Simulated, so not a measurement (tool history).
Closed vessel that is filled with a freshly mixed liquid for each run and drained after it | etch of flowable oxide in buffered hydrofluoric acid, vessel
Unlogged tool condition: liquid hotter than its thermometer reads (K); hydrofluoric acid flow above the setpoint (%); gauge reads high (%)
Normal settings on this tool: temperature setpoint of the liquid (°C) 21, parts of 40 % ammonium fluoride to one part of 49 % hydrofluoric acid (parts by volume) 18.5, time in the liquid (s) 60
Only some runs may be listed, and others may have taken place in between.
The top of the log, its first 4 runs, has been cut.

run    hour  temperature setpoint of the liquid (°C)  parts of 40 % ammonium fluoride to one part of 49 % hydrofluoric acid (parts by volume)  time in the liquid (s)  wafers since the last listed run  hours since the thermometer was replaced  hours since the hydrofluoric acid flow meter was replaced  hours since the gauge calibration  read-back film thickness of the flowable oxide reference wafer, read on the same gauge (nm)  thickness taken off the flowable oxide on a monitor wafer (angstrom)
      154.5  -- hydrofluoric acid flow meter replaced
  5   185.9                                       21                                                                                     18.5                      60                              8583                                    2371.9                                                       31.4                             2409.6                                                                                       114.32                                                                 867.6
  6   248.3                                       21                                                                                     18.5                      60                              9187                                    2434.3                                                       93.8                               2472                                                                                       114.44                                                                 860.8
  7   289.7                                       21                                                                                     18.5                      60                              6095                                    2475.7                                                      135.2                             2513.4                                                                                       114.56                                                                 865.1
  8   357.3                                       21                                                                                     18.5                      60                              9952                                    2543.3                                                      202.8                               2581                                                                                       114.76                                                                 869.5
  9   390.6                                       20                                                                                     18.5                      80                              4902                                    2576.6                                                      236.1                             2614.3                                                                                       114.89                                                                1102.1
 10     431                                       24                                                                                       14                      50                              5948                                      2617                                                      276.5                             2654.7                                                                                       115.01                                                                1127.4
 11   459.6                                       17                                                                                     18.5                      85                              4210                                    2645.6                                                      305.1                             2683.3                                                                                        115.1                                                                 994.7
 12   488.5                                     17.5                                                                                     18.5                      80                              4254                                    2674.5                                                        334                             2712.2                                                                                       115.21                                                                 955.5
 13   541.9                                     17.5                                                                                       11                      70                              7861                                    2727.9                                                      387.4                             2765.6                                                                                       115.36                                                                1389.8
      590.5  -- gauge calibrated
      620.6  -- thermometer replaced
 14   702.6                                     24.5                                                                                       24                      40                             23512                                        82                                                      548.1                              112.1                                                                                       110.68                                                                   548
 15   747.4                                       21                                                                                       14                      60                              6595                                     126.8                                                      592.9                              156.9                                                                                       110.67                                                                1108.4
 16   782.5                                     19.5                                                                                     18.5                      50                              5167                                     161.9                                                        628                                192                                                                                       110.67                                                                 643.5
 17   853.7                                       24                                                                                     18.5                      95                             10482                                     233.1                                                      699.2                              263.2                                                                                       110.73                                                                1558.2
 18   903.9                                       21                                                                                     18.5                      60                              7390                                     283.3                                                      749.4                              313.4                                                                                        110.7                                                                 835.3
 19   935.6                                     24.5                                                                                       21                      60                              4667                                       315                                                      781.1                              345.1                                                                                       110.67                                                                 910.1
 20   991.9                                       19                                                                                       14                      60                              8288                                     371.3                                                      837.4                              401.4                                                                                       110.76                                                                 980.4
 21  1057.2                                       18                                                                                     18.5                      60                              9613                                     436.6                                                      902.7                              466.7                                                                                       110.82                                                                 713.1

What does the tool deliver on the next run?
 22  1104.3                                       21                                                                                     22.5                      50                              6934                                     483.7                                                      949.8                              513.8                                                                                            ?                                                                     ?

Run 22 measured read-back film thickness of the flowable oxide reference wafer, read on the same gauge (nm) 110.8, thickness taken off the flowable oxide on a monitor wafer (angstrom) 601.6.
Take away the tool's hidden state, keep the run-to-run variation as it was, and the same run would have given thickness taken off the flowable oxide on a monitor wafer (angstrom) 597.1.

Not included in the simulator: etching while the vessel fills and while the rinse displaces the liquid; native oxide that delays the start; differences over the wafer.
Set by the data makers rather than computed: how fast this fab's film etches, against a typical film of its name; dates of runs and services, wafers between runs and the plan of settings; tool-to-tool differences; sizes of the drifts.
